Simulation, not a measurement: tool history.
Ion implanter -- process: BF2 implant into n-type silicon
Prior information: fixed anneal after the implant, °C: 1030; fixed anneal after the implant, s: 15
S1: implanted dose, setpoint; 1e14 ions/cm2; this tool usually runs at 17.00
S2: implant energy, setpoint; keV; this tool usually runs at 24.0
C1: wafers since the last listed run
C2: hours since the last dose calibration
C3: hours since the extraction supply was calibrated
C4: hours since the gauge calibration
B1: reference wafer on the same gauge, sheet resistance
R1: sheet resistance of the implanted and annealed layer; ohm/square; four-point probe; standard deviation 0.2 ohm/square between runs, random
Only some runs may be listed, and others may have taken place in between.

run,day,S1,S2,C1,C2,C3,C4,B1,R1
1,0.000,17.00,24.0,0,2075.4,2497.1,282.9,127.01,136.68
2,3.021,17.00,24.0,936,2147.9,2569.6,355.4,126.98,136.81
3,3.717,17.00,24.0,215,2164.6,2586.3,372.1,127.04,136.93
4,4.533,17.00,24.0,253,2184.2,2605.9,391.7,126.98,137.00
5,5.604,17.00,24.0,332,2209.9,2631.6,417.4,126.98,136.95
6,7.088,17.00,24.0,460,2245.5,2667.2,453.0,126.99,136.78
7,8.296,17.00,24.0,374,2274.5,2696.2,482.0,126.99,136.70
8,9.504,17.00,22.0,374,2303.5,2725.2,511.0,126.96,142.06
9,10.004,17.00,24.0,155,2315.5,2737.2,523.0,126.91,136.42
# day 11.092: Faraday cup replaced and dose calibrated
10,11.179,17.00,24.0,261,2.1,2765.4,551.2,127.01,137.02
11,12.492,17.00,24.0,407,33.6,2796.9,582.7,127.04,136.84
12,13.433,17.00,24.0,292,56.2,2819.5,605.3,127.08,136.95
13,14.925,17.00,24.0,462,92.0,2855.3,641.1,126.99,137.00
14,19.004,17.00,24.0,1265,189.9,2953.2,739.0,127.03,136.91
15,19.675,15.16,24.0,208,206.0,2969.3,755.1,127.01,139.58
16,20.375,17.00,24.0,217,222.8,2986.1,771.9,126.99,137.36
# day 20.962: gauge calibrated
17,21.388,12.28,17.0,314,247.1,3010.4,10.2,126.98,167.86
18,21.921,13.47,20.5,165,259.9,3023.2,23.0,127.00,152.80
19,23.229,17.00,28.5,405,291.3,3054.6,54.4,127.01,127.28
20,24.004,12.52,19.5,240,309.9,3073.2,73.0,126.94,158.82
# day 24.971: extraction supply calibrated
21,25.446,21.42,30.5,343,344.5,11.4,107.6,126.98,117.67
22,28.100,20.93,18.5,823,408.2,75.1,171.3,126.99,146.03
23,28.967,14.99,27.0,268,429.0,95.9,192.1,126.99,131.23
24,29.529,17.00,24.0,174,442.5,109.4,205.6,127.00,134.74
25,33.842,19.80,21.0,1337,546.0,212.9,309.1,126.97,140.15
26,35.029,12.40,31.0,368,574.5,241.4,337.6,126.96,131.46
27,35.538,17.00,24.0,157,586.7,253.6,349.8,127.01,135.10
28,36.588,20.67,31.0,325,611.9,278.8,375.0,127.02,117.57

Each run again, without the hidden state but with its own random variation kept:
Unlogged tool condition in this case: deviation of the true dose from the Faraday cup's reading, %; deviation of the true energy from its setpoint, %; gauge reads high (%).
run,R1
1,134.23
2,134.34
3,134.46
4,134.53
5,134.47
6,134.30
7,134.22
8,139.54
9,133.94
10,134.53
11,134.34
12,134.45
13,134.48
14,134.39
15,137.06
16,134.82
17,165.31
18,150.22
19,124.85
20,156.23
21,117.76
22,145.97
23,131.13
24,134.61
25,139.80
26,131.11
27,134.67
28,117.12
